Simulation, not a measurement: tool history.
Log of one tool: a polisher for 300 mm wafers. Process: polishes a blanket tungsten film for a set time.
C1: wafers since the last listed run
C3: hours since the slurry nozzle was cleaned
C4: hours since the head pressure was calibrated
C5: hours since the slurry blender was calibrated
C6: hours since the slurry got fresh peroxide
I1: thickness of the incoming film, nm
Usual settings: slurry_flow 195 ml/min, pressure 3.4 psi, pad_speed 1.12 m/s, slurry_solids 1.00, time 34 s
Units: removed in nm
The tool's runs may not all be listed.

run 1 day=0.000 | slurry_flow=195 pressure=3.4 pad_speed=1.12 slurry_solids=1.00 time=34 | C1=0 wafers_polished_on_this_pad=2145 C3=61.9 C4=85.6 C5=217.7 C6=56.2 | I1=1422.8 | removed=164.1
-- day=1.438 worn pad replaced by a new one
run 2 day=2.179 | slurry_flow=195 pressure=3.4 pad_speed=1.12 slurry_solids=1.00 time=34 | C1=594 wafers_polished_on_this_pad=219 C3=114.2 C4=137.9 C5=270.0 C6=108.5 | I1=1434.7 | removed=162.6
run 3 day=3.633 | slurry_flow=195 pressure=3.4 pad_speed=1.12 slurry_solids=1.00 time=34 | C1=429 wafers_polished_on_this_pad=648 C3=149.1 C4=172.8 C5=304.9 C6=143.4 | I1=1426.5 | removed=164.1
run 4 day=4.342 | slurry_flow=195 pressure=3.4 pad_speed=1.12 slurry_solids=1.00 time=34 | C1=209 wafers_polished_on_this_pad=857 C3=166.1 C4=189.8 C5=321.9 C6=160.4 | I1=1436.7 | removed=164.0
run 5 day=5.004 | slurry_flow=195 pressure=3.4 pad_speed=1.12 slurry_solids=1.20 time=46 | C1=195 wafers_polished_on_this_pad=1053 C3=182.0 C4=205.7 C5=337.8 C6=176.3 | I1=1410.9 | removed=228.4
-- day=5.125 slurry tank refilled with fresh slurry and peroxide
run 6 day=5.696 | slurry_flow=250 pressure=3.4 pad_speed=1.48 slurry_solids=1.10 time=34 | C1=191 wafers_polished_on_this_pad=1245 C3=198.6 C4=222.3 C5=354.4 C6=13.7 | I1=1411.9 | removed=214.7
run 7 day=6.325 | slurry_flow=195 pressure=3.4 pad_speed=1.12 slurry_solids=1.25 time=34 | C1=185 wafers_polished_on_this_pad=1430 C3=213.7 C4=237.4 C5=369.5 C6=28.8 | I1=1422.3 | removed=171.3
run 8 day=7.533 | slurry_flow=195 pressure=3.4 pad_speed=1.12 slurry_solids=1.00 time=34 | C1=356 wafers_polished_on_this_pad=1787 C3=242.7 C4=266.4 C5=398.5 C6=57.8 | I1=1411.6 | removed=161.0
-- day=8.112 slurry blender recalibrated
-- day=8.525 worn pad replaced by a new one
run 9 day=8.558 | slurry_flow=255 pressure=3.4 pad_speed=0.76 slurry_solids=1.25 time=42 | C1=228 wafers_polished_on_this_pad=9 C3=267.3 C4=291.0 C5=10.7 C6=82.4 | I1=1436.3 | removed=163.1
run 10 day=9.762 | slurry_flow=195 pressure=3.4 pad_speed=1.12 slurry_solids=1.00 time=34 | C1=355 wafers_polished_on_this_pad=364 C3=296.2 C4=319.9 C5=39.6 C6=111.3 | I1=1412.6 | removed=165.5
run 11 day=10.292 | slurry_flow=195 pressure=3.0 pad_speed=1.42 slurry_solids=1.25 time=44 | C1=156 wafers_polished_on_this_pad=521 C3=308.9 C4=332.6 C5=52.3 C6=124.0 | I1=1432.3 | removed=237.0
run 12 day=11.175 | slurry_flow=235 pressure=4.0 pad_speed=1.12 slurry_solids=1.00 time=28 | C1=260 wafers_polished_on_this_pad=781 C3=330.1 C4=353.8 C5=73.5 C6=145.2 | I1=1424.3 | removed=163.5
run 13 day=12.321 | slurry_flow=195 pressure=3.4 pad_speed=1.12 slurry_solids=1.00 time=34 | C1=338 wafers_polished_on_this_pad=1120 C3=357.6 C4=381.3 C5=101.0 C6=172.7 | I1=1437.5 | removed=162.5
-- day=13.029 slurry tank refilled with fresh slurry and peroxide
run 14 day=13.275 | slurry_flow=195 pressure=3.4 pad_speed=1.12 slurry_solids=1.00 time=34 | C1=269 wafers_polished_on_this_pad=1389 C3=380.5 C4=404.2 C5=123.9 C6=5.9 | I1=1426.2 | removed=162.0
run 15 day=14.450 | slurry_flow=195 pressure=2.5 pad_speed=1.12 slurry_solids=1.00 time=27 | C1=346 wafers_polished_on_this_pad=1736 C3=408.7 C4=432.4 C5=152.1 C6=34.1 | I1=1422.3 | removed=93.4
run 16 day=15.400 | slurry_flow=195 pressure=3.4 pad_speed=1.12 slurry_solids=1.00 time=34 | C1=280 wafers_polished_on_this_pad=2016 C3=431.5 C4=455.2 C5=174.9 C6=56.9 | I1=1445.9 | removed=160.3
-- day=16.138 worn pad replaced by a new one
run 17 day=16.292 | slurry_flow=195 pressure=3.4 pad_speed=0.80 slurry_solids=1.30 time=34 | C1=214 wafers_polished_on_this_pad=45 C3=452.9 C4=476.6 C5=196.3 C6=78.3 | I1=1421.2 | removed=130.6
run 18 day=17.004 | slurry_flow=195 pressure=3.4 pad_speed=1.32 slurry_solids=1.00 time=34 | C1=210 wafers_polished_on_this_pad=255 C3=470.0 C4=493.7 C5=213.4 C6=95.4 | I1=1399.4 | removed=179.9
run 19 day=17.658 | slurry_flow=195 pressure=3.4 pad_speed=0.76 slurry_solids=1.00 time=34 | C1=193 wafers_polished_on_this_pad=448 C3=485.7 C4=509.4 C5=229.1 C6=111.1 | I1=1418.7 | removed=118.1
run 20 day=18.775 | slurry_flow=170 pressure=3.4 pad_speed=1.12 slurry_solids=1.00 time=34 | C1=329 wafers_polished_on_this_pad=778 C3=512.5 C4=536.2 C5=255.9 C6=137.9 | I1=1454.9 | removed=155.3
run 21 day=19.688 | slurry_flow=195 pressure=3.4 pad_speed=1.12 slurry_solids=1.00 time=38 | C1=269 wafers_polished_on_this_pad=1047 C3=534.4 C4=558.1 C5=277.8 C6=159.8 | I1=1456.8 | removed=176.8
run 22 day=20.912 | slurry_flow=195 pressure=3.4 pad_speed=1.46 slurry_solids=1.25 time=27 | C1=361 wafers_polished_on_this_pad=1409 C3=563.8 C4=587.5 C5=307.2 C6=189.2 | I1=1421.7 | removed=162.4
-- day=21.296 slurry tank refilled with fresh slurry and peroxide
run 23 day=21.708 | slurry_flow=195 pressure=3.4 pad_speed=1.12 slurry_solids=1.00 time=34 | C1=222 wafers_polished_on_this_pad=1631 C3=582.9 C4=606.6 C5=326.3 C6=9.9 | I1=1446.4 | removed=153.9
run 24 day=22.267 | slurry_flow=195 pressure=3.4 pad_speed=1.12 slurry_solids=1.20 time=29 | C1=164 wafers_polished_on_this_pad=1796 C3=596.3 C4=620.0 C5=339.7 C6=23.3 | I1=1437.3 | removed=138.3
-- day=23.158 head pressure recalibrated
-- day=23.296 slurry nozzle cleaned
run 25 day=23.500 | slurry_flow=135 pressure=3.4 pad_speed=1.12 slurry_solids=1.00 time=42 | C1=327 wafers_polished_on_this_pad=2123 C3=4.9 C4=8.2 C5=369.3 C6=52.9 | I1=1436.6 | removed=186.0
run 26 day=24.083 | slurry_flow=195 pressure=3.4 pad_speed=1.12 slurry_solids=1.00 time=30 | C1=172 wafers_polished_on_this_pad=2296 C3=18.9 C4=22.2 C5=383.3 C6=66.9 | I1=1435.0 | removed=143.1

Forecast each of these 4 alternatives for the next run:
run A day=24.100 | slurry_flow=125 pressure=3.4 pad_speed=1.12 slurry_solids=1.00 time=34 | C1=4 wafers_polished_on_this_pad=2301 C3=19.3 C4=22.6 C5=383.7 C6=67.3 | I1=1445.8 | removed=?
run B day=24.100 | slurry_flow=165 pressure=3.7 pad_speed=1.12 slurry_solids=1.00 time=34 | C1=4 wafers_polished_on_this_pad=2301 C3=19.3 C4=22.6 C5=383.7 C6=67.3 | I1=1445.8 | removed=?
run C day=24.100 | slurry_flow=240 pressure=3.4 pad_speed=0.96 slurry_solids=1.00 time=34 | C1=4 wafers_polished_on_this_pad=2301 C3=19.3 C4=22.6 C5=383.7 C6=67.3 | I1=1445.8 | removed=?
run D day=24.100 | slurry_flow=195 pressure=3.4 pad_speed=1.12 slurry_solids=0.75 time=26 | C1=4 wafers_polished_on_this_pad=2301 C3=19.3 C4=22.6 C5=383.7 C6=67.3 | I1=1445.8 | removed=?

run=A removed=150.2
run=B removed=174.3
run=C removed=151.1
run=D removed=119.3
Without the tool's hidden state the same runs would have given:
run=A removed=153.1
run=B removed=176.8
run=C removed=152.6
run=D removed=120.8
